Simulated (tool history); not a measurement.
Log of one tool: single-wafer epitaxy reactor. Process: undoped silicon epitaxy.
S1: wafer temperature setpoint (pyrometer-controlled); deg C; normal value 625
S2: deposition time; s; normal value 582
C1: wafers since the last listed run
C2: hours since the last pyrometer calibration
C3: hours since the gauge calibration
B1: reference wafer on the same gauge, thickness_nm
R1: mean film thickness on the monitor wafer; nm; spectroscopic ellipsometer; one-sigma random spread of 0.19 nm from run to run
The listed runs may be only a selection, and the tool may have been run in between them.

Run 1, day 0.000: usual settings but S1 613 deg C; C1 0; C2 547.8; C3 1188.5; B1 60.023. Result: R1 39.357 nm.
Run 2, day 2.721: usual settings but S1 613 deg C; C1 236; C2 613.1; C3 1253.8; B1 60.027. Result: R1 39.313 nm.
Run 3, day 5.588: usual settings; C1 249; C2 681.9; C3 1322.6; B1 59.993. Result: R1 54.561 nm.
Run 4, day 7.454: usual settings but S2 612 s; C1 162; C2 726.7; C3 1367.4; B1 60.028. Result: R1 56.844 nm.
Run 5, day 10.196: usual settings; C1 238; C2 792.5; C3 1433.2; B1 59.897. Result: R1 54.324 nm.
Run 6, day 12.517: usual settings; C1 201; C2 848.2; C3 1488.9; B1 60.081. Result: R1 54.098 nm.
Run 7, day 13.946: usual settings; C1 124; C2 882.5; C3 1523.2; B1 60.002. Result: R1 54.242 nm.
Run 8, day 15.871: usual settings; C1 167; C2 928.7; C3 1569.4; B1 59.955. Result: R1 54.336 nm.
Run 9, day 17.125: usual settings; C1 108; C2 958.8; C3 1599.5; B1 59.991. Result: R1 54.328 nm.
Run 10, day 19.383: usual settings; C1 196; C2 1013.0; C3 1653.7; B1 60.067. Result: R1 54.309 nm.
Run 11, day 21.933: usual settings; C1 221; C2 1074.2; C3 1714.9; B1 59.965. Result: R1 54.205 nm.
Run 12, day 23.446: usual settings; C1 131; C2 1110.5; C3 1751.2; B1 59.943. Result: R1 54.069 nm.
Run 13, day 26.325: usual settings but S2 670 s; C1 250; C2 1179.6; C3 1820.3; B1 60.068. Result: R1 62.360 nm.
Run 14, day 27.425: usual settings but S2 670 s; C1 95; C2 1206.0; C3 1846.7; B1 60.004. Result: R1 62.436 nm.
Run 15, day 28.638: usual settings; C1 105; C2 1235.1; C3 1875.8; B1 60.021. Result: R1 54.376 nm.
Run 16, day 29.971: usual settings; C1 115; C2 1267.1; C3 1907.8; B1 60.101. Result: R1 54.280 nm.
At day 31.283: gauge calibrated.
Run 17, day 31.904: usual settings; C1 167; C2 1313.5; C3 14.9; B1 60.043. Result: R1 54.021 nm.
Run 18, day 34.433: usual settings; C1 219; C2 1374.2; C3 75.6; B1 60.089. Result: R1 54.087 nm.
Run 19, day 37.392: usual settings; C1 257; C2 1445.2; C3 146.6; B1 60.063. Result: R1 54.111 nm.
Run 20, day 40.017: usual settings; C1 228; C2 1508.2; C3 209.6; B1 59.981. Result: R1 54.616 nm.
Run 21, day 42.062: usual settings; C1 177; C2 1557.3; C3 258.7; B1 59.901. Result: R1 54.049 nm.
Run 22, day 43.525: usual settings; C1 127; C2 1592.4; C3 293.8; B1 59.940. Result: R1 54.374 nm.
Run 23, day 44.638: usual settings but S1 617 deg C, S2 660 s; C1 96; C2 1619.1; C3 320.5; B1 60.088. Result: R1 49.746 nm.
Run 24, day 47.517: usual settings but S1 615 deg C, S2 544 s; C1 250; C2 1688.2; C3 389.6; B1 59.959. Result: R1 38.754 nm.
Run 25, day 49.225: usual settings; C1 148; C2 1729.2; C3 430.6; B1 60.003. Result: R1 53.774 nm.
Run 26, day 50.379: usual settings; C1 100; C2 1756.9; C3 458.3; B1 59.905. Result: R1 54.378 nm.
Run 27, day 52.438: usual settings but S2 670 s; C1 178; C2 1806.3; C3 507.7; B1 59.944. Result: R1 62.460 nm.
Run 28, day 54.896: usual settings; C1 213; C2 1865.3; C3 566.7; B1 60.027. Result: R1 54.320 nm.
Run 29, day 57.867: usual settings but S1 637 deg C, S2 688 s; C1 258; C2 1936.6; C3 638.0; B1 60.025. Result: R1 87.698 nm.
Run 30, day 60.083: usual settings but S1 633 deg C, S2 545 s; C1 192; C2 1989.8; C3 691.2; B1 60.076. Result: R1 62.492 nm.
Run 31, day 62.325: usual settings but S1 634 deg C, S2 665 s; C1 194; C2 2043.6; C3 745.0; B1 59.857. Result: R1 78.414 nm.
Run 32, day 65.071: usual settings but S1 631 deg C; C1 238; C2 2109.5; C3 810.9; B1 59.991. Result: R1 63.536 nm.
At day 67.208: pyrometer calibrated.
Run 33, day 67.229: usual settings but S2 691 s; C1 158; C2 0.5; C3 862.7; B1 60.001. Result: R1 64.284 nm.
Run 34, day 68.508: usual settings but S1 631 deg C, S2 643 s; C1 111; C2 31.2; C3 893.4; B1 60.017. Result: R1 70.002 nm.
Run 35, day 70.279: usual settings; C1 153; C2 73.7; C3 935.9; B1 60.042. Result: R1 54.024 nm.
Run 36, day 71.525: usual settings but S1 620 deg C, S2 660 s; C1 108; C2 103.6; C3 965.8; B1 59.996. Result: R1 53.919 nm.
Run 37, day 73.921: usual settings but S1 635 deg C, S2 686 s; C1 208; C2 161.1; C3 1023.3; B1 60.012. Result: R1 83.105 nm.
Run 38, day 75.192: usual settings but S1 639 deg C, S2 615 s; C1 110; C2 191.6; C3 1053.8; B1 60.049. Result: R1 82.335 nm.
Run 39, day 77.217: usual settings but S1 635 deg C, S2 540 s; C1 175; C2 240.2; C3 1102.4; B1 59.953. Result: R1 65.124 nm.
Run 40, day 78.429: usual settings but S1 639 deg C; C1 105; C2 269.3; C3 1131.5; B1 59.967. Result: R1 77.621 nm.
Run 41, day 81.188: usual settings but S2 493 s; C1 239; C2 335.5; C3 1197.7; B1 59.969. Result: R1 45.855 nm.
Run 42, day 82.821: usual settings; C1 141; C2 374.7; C3 1236.9; B1 60.059. Result: R1 54.092 nm.
Run 43, day 85.200: usual settings; C1 206; C2 431.8; C3 1294.0; B1 60.096. Result: R1 54.079 nm.
Run 44, day 86.525: usual settings but S1 613 deg C, S2 619 s; C1 115; C2 463.6; C3 1325.8; B1 59.984. Result: R1 42.147 nm.
Run 45, day 88.425: usual settings but S1 614 deg C, S2 679 s; C1 165; C2 509.2; C3 1371.4; B1 60.012. Result: R1 47.379 nm.
Run 46, day 90.500: usual settings; C1 180; C2 559.0; C3 1421.2; B1 59.906. Result: R1 54.202 nm.
Run 47, day 91.583: usual settings but S1 616 deg C; C1 94; C2 585.0; C3 1447.2; B1 60.131. Result: R1 43.087 nm.

Each row is a separate what-if for the run after 47, all from the same tool condition, not one after another. Results?
Run A, day 91.608: usual settings but S2 477 s; C1 2; C2 585.6; C3 1447.8; B1 ?. Result: R1 ?.
Run B, day 91.608: usual settings but S2 650 s; C1 2; C2 585.6; C3 1447.8; B1 ?. Result: R1 ?.
Run C, day 91.608: usual settings but S2 690 s; C1 2; C2 585.6; C3 1447.8; B1 ?. Result: R1 ?.
Run D, day 91.608: usual settings but S1 630 deg C, S2 545 s; C1 2; C2 585.6; C3 1447.8; B1 ?. Result: R1 ?.

run      B1      R1
  A  59.944  44.073
  B  59.944  60.057
  C  59.944  63.753
  D  59.944  57.368
Without the tool's unlogged condition, the same runs would have read:
run      R1
  A  44.073
  B  60.057
  C  63.753
  D  57.368
